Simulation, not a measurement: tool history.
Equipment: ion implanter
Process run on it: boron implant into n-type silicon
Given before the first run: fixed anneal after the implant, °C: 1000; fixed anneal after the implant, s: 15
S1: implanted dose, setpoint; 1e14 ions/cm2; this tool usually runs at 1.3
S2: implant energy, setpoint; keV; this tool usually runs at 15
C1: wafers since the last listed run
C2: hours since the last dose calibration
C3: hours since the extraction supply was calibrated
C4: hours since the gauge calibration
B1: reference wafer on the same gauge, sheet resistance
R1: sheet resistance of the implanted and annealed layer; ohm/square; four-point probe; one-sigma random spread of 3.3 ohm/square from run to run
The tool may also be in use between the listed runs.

run,day,S1,S2,C1,C2,C3,C4,B1,R1
1,0,1.3,15,0,98.3,1549.8,546.8,564.5,657.49
2,2.608,1.3,15,640,160.9,1612.4,609.4,563.71,647.33
3,11.896,1.3,15,2282,383.8,1835.3,832.3,564.05,648.27
4,13.671,1.3,15,436,426.4,1877.9,874.9,563.93,644.5
5,15.388,1.3,15,421,467.6,1919.1,916.1,563.98,646.75
6,18.054,1.3,15,655,531.6,1983.1,980.1,564.35,643.85
# day 21.575: Faraday cup replaced and dose calibrated
# day 29.104: gauge calibrated
7,29.646,1.3,15,2766,193.7,2261.3,13,562.86,645.97
8,33.829,1.3,15,1027,294.1,2361.7,113.4,564.72,634.71
# day 35.367: extraction supply calibrated
9,38.233,1.3,15,1000,399.8,68.8,219.1,564.72,637.39
# day 41.042: Faraday cup replaced and dose calibrated
10,41.062,1.3,15,613,0.5,136.7,287,564.04,659.32
11,42.388,1.3,15,325,32.3,168.5,318.8,564.59,655.68
12,46.2,1.12,15,936,123.8,260,410.3,564.16,725.98
13,50.042,1.3,15,944,216,352.2,502.5,564.51,647.79
14,53.762,1.4,18.5,914,305.3,441.5,591.8,564.5,585.72
15,56.625,1.59,17.5,703,374,510.2,660.5,563.78,534.88
16,59.738,1.58,13,764,448.7,584.9,735.2,564.26,557.59
17,61.721,1.3,15,487,496.3,632.5,782.8,563.73,639.79
# day 62.538: Faraday cup replaced and dose calibrated
18,65.862,0.96,17.5,935,79.8,731.9,882.2,564.35,800.66
19,69.271,1.3,17.5,837,161.6,813.7,964,564.01,626.39
20,72.842,0.93,15,877,247.3,899.4,1049.7,564.29,830.66
# day 74.754: gauge calibrated
21,75.512,1.3,19.5,656,311.4,963.5,18.2,563.32,624.76

What if the next run were any one of these 4? Each begins from the tool's condition after run 21:
A,75.529,1,15,4,311.8,963.9,18.6,?,?
B,75.529,1.59,12.5,4,311.8,963.9,18.6,?,?
C,75.529,1.51,11.5,4,311.8,963.9,18.6,?,?
D,75.529,1.56,11,4,311.8,963.9,18.6,?,?

run,B1,R1
A,565.27,791.28
B,565.27,563.56
C,565.27,593.67
D,565.27,581.67
What these runs would have given with no unlogged condition in the tool:
run,R1
A,811.27
B,578.6
C,609.46
D,597.17
